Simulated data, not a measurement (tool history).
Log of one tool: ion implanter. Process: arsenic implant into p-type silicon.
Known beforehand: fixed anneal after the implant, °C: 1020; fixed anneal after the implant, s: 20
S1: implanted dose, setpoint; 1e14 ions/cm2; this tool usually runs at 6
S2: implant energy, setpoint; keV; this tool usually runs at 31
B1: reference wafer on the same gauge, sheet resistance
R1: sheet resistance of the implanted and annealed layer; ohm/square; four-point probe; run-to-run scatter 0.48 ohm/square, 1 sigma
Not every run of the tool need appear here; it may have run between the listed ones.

| run | hour | S1 | S2 | B1 | R1 |
|---|---|---|---|---|---|
| 1 | 0 | 6.88 | 31 | 190.08 | 156.8 |
| 2 | 9.6 | 6.88 | 31 | 189.89 | 156.19 |
| 3 | 19.9 | 7.24 | 31 | 189.97 | 150.39 |
| 4 | 26.4 | 7.24 | 31 | 189.79 | 149.98 |
| 5 | 37.1 | 7.24 | 31 | 189.99 | 151.27 |
| 6 | 49.4 | 6.58 | 31 | 190.16 | 160.43 |
| 7 | 66 | 6 | 31 | 190.36 | 172.28 |
| 8 | 75 | 6 | 31 | 190.17 | 172.27 |
| 9 | 86.5 | 6 | 31 | 190.04 | 173.41 |
| 10 | 97.8 | 6 | 31 | 190.09 | 173.26 |
| 11 | 107.6 | 6 | 31 | 190.22 | 172.75 |
| 12 | 121.3 | 6 | 31 | 190.2 | 173.11 |
| 13 | 131.3 | 5.37 | 23.5 | 189.89 | 194.55 |
| 14 | 141.3 | 6 | 31 | 190 | 172.52 |
| 15 | 158.8 | 6.72 | 27.5 | 189.98 | 161.66 |
| 16 | 166 | 4.44 | 34 | 189.7 | 214.25 |
| 17 | 172.5 | 6 | 31 | 190.09 | 173 |
| 18 | 187.6 | 4.84 | 31 | 190.36 | 203.07 |
| 19 | 205.2 | 6 | 31 | 190.08 | 173.02 |
| 20 | 210 | 5.36 | 40 | 189.99 | 181.23 |
| 21 | 217.9 | 7.64 | 31 | 190.19 | 144.37 |
| 22 | 225.5 | 7.55 | 35 | 190.1 | 143.07 |
| 23 | 235.8 | 4.52 | 27.5 | 190.32 | 217.33 |
| 24 | 245.2 | 4.98 | 24.5 | 189.96 | 206.16 |
| 25 | 268.1 | 7.35 | 31 | 189.92 | 148.1 |
| 26 | 284.2 | 4.53 | 23 | 190.2 | 223.01 |
| 27 | 300.4 | 7.42 | 40 | 190.15 | 141.28 |
| 28 | 312.7 | 6 | 37 | 190.19 | 167.72 |
| 29 | 323.2 | 6.75 | 36 | 190.07 | 153.89 |
| 30 | 332.7 | 6.7 | 36 | 190.01 | 154.93 |
| 31 | 343.4 | 5.48 | 31 | 190 | 184.61 |
| 32 | 360.5 | 7.16 | 25 | 190.36 | 157.14 |
| 33 | 373.5 | 4.48 | 26.5 | 190.03 | 220.81 |
| 34 | 380.9 | 4.68 | 27 | 189.9 | 213.32 |
| 35 | 393.7 | 5.36 | 40 | 190.16 | 181.2 |
| 36 | 408.3 | 4.78 | 36.5 | 190.18 | 200.15 |
| 37 | 417.2 | 6 | 31 | 190.11 | 172.66 |
| 38 | 433 | 6 | 31 | 189.92 | 171.74 |

Not shown: 3 entries that the log had between the listed runs. Between which runs, and how does the tool's hidden state differ before and after?
From run 18 to run 19: Faraday cup replaced and dose calibrated (hour 204.7); extraction supply calibrated (hour 204.7)
  no difference in the tool's unlogged condition between these two runs
From run 21 to run 22: gauge calibrated (hour 225.4)
  no difference in the tool's unlogged condition between these two runs

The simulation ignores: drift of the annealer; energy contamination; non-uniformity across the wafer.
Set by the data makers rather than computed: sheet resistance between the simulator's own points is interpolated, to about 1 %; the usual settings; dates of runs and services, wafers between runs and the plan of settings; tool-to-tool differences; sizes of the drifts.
